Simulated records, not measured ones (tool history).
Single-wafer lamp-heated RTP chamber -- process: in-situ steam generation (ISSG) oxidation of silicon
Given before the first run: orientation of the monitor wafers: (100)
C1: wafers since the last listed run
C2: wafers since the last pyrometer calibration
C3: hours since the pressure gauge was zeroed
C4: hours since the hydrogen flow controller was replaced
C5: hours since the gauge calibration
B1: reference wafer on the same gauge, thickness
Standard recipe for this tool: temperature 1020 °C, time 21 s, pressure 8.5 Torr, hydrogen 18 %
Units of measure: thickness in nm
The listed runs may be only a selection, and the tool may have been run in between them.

{"run": 1, "hour": 0.0, "temperature": 1035, "time": 21, "pressure": 8.5, "hydrogen": 18, "C1": 0, "C2": 5491, "C3": 3288.3, "C4": 3642.9, "C5": 29, "B1": 5.404, "thickness": 6.541}
{"run": 2, "hour": 12.7, "temperature": 1020, "time": 21, "pressure": 8.5, "hydrogen": 18, "C1": 78, "C2": 5570, "C3": 3301, "C4": 3655.6, "C5": 41.7, "B1": 5.403, "thickness": 6.102}
{"run": 3, "hour": 26.8, "temperature": 1031, "time": 21, "pressure": 8.5, "hydrogen": 18, "C1": 87, "C2": 5657, "C3": 3315.1, "C4": 3669.7, "C5": 55.8, "B1": 5.405, "thickness": 6.41}
{"run": 4, "hour": 55.0, "temperature": 1031, "time": 21, "pressure": 8.5, "hydrogen": 18, "C1": 175, "C2": 5832, "C3": 3343.3, "C4": 3697.9, "C5": 84, "B1": 5.401, "thickness": 6.443}
{"run": 5, "hour": 90.7, "temperature": 1020, "time": 21, "pressure": 8.5, "hydrogen": 18, "C1": 221, "C2": 6054, "C3": 3379, "C4": 3733.6, "C5": 119.7, "B1": 5.403, "thickness": 6.045}
{"run": 6, "hour": 118.4, "temperature": 1020, "time": 21, "pressure": 8.5, "hydrogen": 18, "C1": 172, "C2": 6226, "C3": 3406.7, "C4": 3761.3, "C5": 147.4, "B1": 5.398, "thickness": 6.058}
{"run": 7, "hour": 148.0, "temperature": 1020, "time": 21, "pressure": 8.5, "hydrogen": 18, "C1": 183, "C2": 6410, "C3": 3436.3, "C4": 3790.9, "C5": 177, "B1": 5.402, "thickness": 6.087}
{"run": 8, "hour": 162.6, "temperature": 1020, "time": 21, "pressure": 8.5, "hydrogen": 18, "C1": 90, "C2": 6501, "C3": 3450.9, "C4": 3805.5, "C5": 191.6, "B1": 5.407, "thickness": 6.058}
{"run": 9, "hour": 177.5, "temperature": 1020, "time": 21, "pressure": 8.5, "hydrogen": 18, "C1": 92, "C2": 6593, "C3": 3465.8, "C4": 3820.4, "C5": 206.5, "B1": 5.401, "thickness": 6.071}
{"run": 10, "hour": 197.7, "temperature": 1020, "time": 21, "pressure": 8.5, "hydrogen": 12, "C1": 125, "C2": 6719, "C3": 3486, "C4": 3840.6, "C5": 226.7, "B1": 5.401, "thickness": 5.543}
{"run": 11, "hour": 210.8, "temperature": 1020, "time": 21, "pressure": 8.5, "hydrogen": 12, "C1": 81, "C2": 6800, "C3": 3499.1, "C4": 3853.7, "C5": 239.8, "B1": 5.397, "thickness": 5.566}
{"run": 12, "hour": 223.8, "temperature": 1020, "time": 21, "pressure": 8.5, "hydrogen": 18, "C1": 80, "C2": 6881, "C3": 3512.1, "C4": 3866.7, "C5": 252.8, "B1": 5.398, "thickness": 6.074}
{"run": 13, "hour": 252.0, "temperature": 1010, "time": 29, "pressure": 8, "hydrogen": 15, "C1": 175, "C2": 7056, "C3": 3540.3, "C4": 3894.9, "C5": 281, "B1": 5.398, "thickness": 6.578}
{"run": 14, "hour": 276.3, "temperature": 1020, "time": 17, "pressure": 8.5, "hydrogen": 27, "C1": 150, "C2": 7207, "C3": 3564.6, "C4": 3919.2, "C5": 305.3, "B1": 5.4, "thickness": 6.012}
{"hour": 289.5, "done": "pressure gauge zeroed"}
{"hour": 298.9, "done": "pyrometer window cleaned and pyrometer calibrated"}
{"run": 15, "hour": 299.4, "temperature": 1031, "time": 27, "pressure": 7.2, "hydrogen": 14, "C1": 44, "C2": 3, "C3": 9.9, "C4": 3942.3, "C5": 328.4, "B1": 5.411, "thickness": 6.536}
{"run": 16, "hour": 309.5, "temperature": 1020, "time": 21, "pressure": 8.5, "hydrogen": 25, "C1": 62, "C2": 65, "C3": 20, "C4": 3952.4, "C5": 338.5, "B1": 5.403, "thickness": 6.206}
{"hour": 316.7, "done": "gauge calibrated"}
{"hour": 343.4, "done": "hydrogen flow controller replaced"}
{"run": 17, "hour": 343.9, "temperature": 1020, "time": 17, "pressure": 8.5, "hydrogen": 27, "C1": 163, "C2": 229, "C3": 54.4, "C4": 0.5, "C5": 27.2, "B1": 5.398, "thickness": 5.724}
{"run": 18, "hour": 354.8, "temperature": 1020, "time": 21, "pressure": 9.3, "hydrogen": 18, "C1": 67, "C2": 297, "C3": 65.3, "C4": 11.4, "C5": 38.1, "B1": 5.402, "thickness": 5.72}
{"run": 19, "hour": 373.9, "temperature": 1028, "time": 21, "pressure": 8.5, "hydrogen": 18, "C1": 118, "C2": 416, "C3": 84.4, "C4": 30.5, "C5": 57.2, "B1": 5.405, "thickness": 6.045}
{"run": 20, "hour": 393.3, "temperature": 1020, "time": 26, "pressure": 8.5, "hydrogen": 18, "C1": 120, "C2": 536, "C3": 103.8, "C4": 49.9, "C5": 76.6, "B1": 5.39, "thickness": 6.466}
{"run": 21, "hour": 416.4, "temperature": 1011, "time": 21, "pressure": 8.5, "hydrogen": 22, "C1": 143, "C2": 680, "C3": 126.9, "C4": 73, "C5": 99.7, "B1": 5.397, "thickness": 5.84}
{"run": 22, "hour": 429.5, "temperature": 1020, "time": 15, "pressure": 8, "hydrogen": 18, "C1": 81, "C2": 761, "C3": 140, "C4": 86.1, "C5": 112.8, "B1": 5.397, "thickness": 4.986}
{"run": 23, "hour": 459.7, "temperature": 1020, "time": 21, "pressure": 7.1, "hydrogen": 27, "C1": 187, "C2": 949, "C3": 170.2, "C4": 116.3, "C5": 143, "B1": 5.389, "thickness": 6.482}

Hidden state, per run?
true pressure minus gauge reading, Torr: 0 across all the runs
deviation of the hydrogen flow from its setpoint, %: 0 across all the runs
gauge reads high (%): 0 across all the runs
H1: true wafer temperature minus pyrometer reading, K
run=1 H1=10.7
run=2 H1=10.7
run=3 H1=10.8
run=4 H1=10.8
run=5 H1=10.9
run=6 H1=11
run=7 H1=11.1
run=8 H1=11.1
run=9 H1=11.1
run=10 H1=11.2
run=11 H1=11.2
run=12 H1=11.2
run=13 H1=11.3
run=14 H1=11.3
run=15 H1=0.382
run=16 H1=0.625
run=17 H1=1.41
run=18 H1=1.65
run=19 H1=2.05
run=20 H1=2.44
run=21 H1=2.88
run=22 H1=3.11
run=23 H1=3.64

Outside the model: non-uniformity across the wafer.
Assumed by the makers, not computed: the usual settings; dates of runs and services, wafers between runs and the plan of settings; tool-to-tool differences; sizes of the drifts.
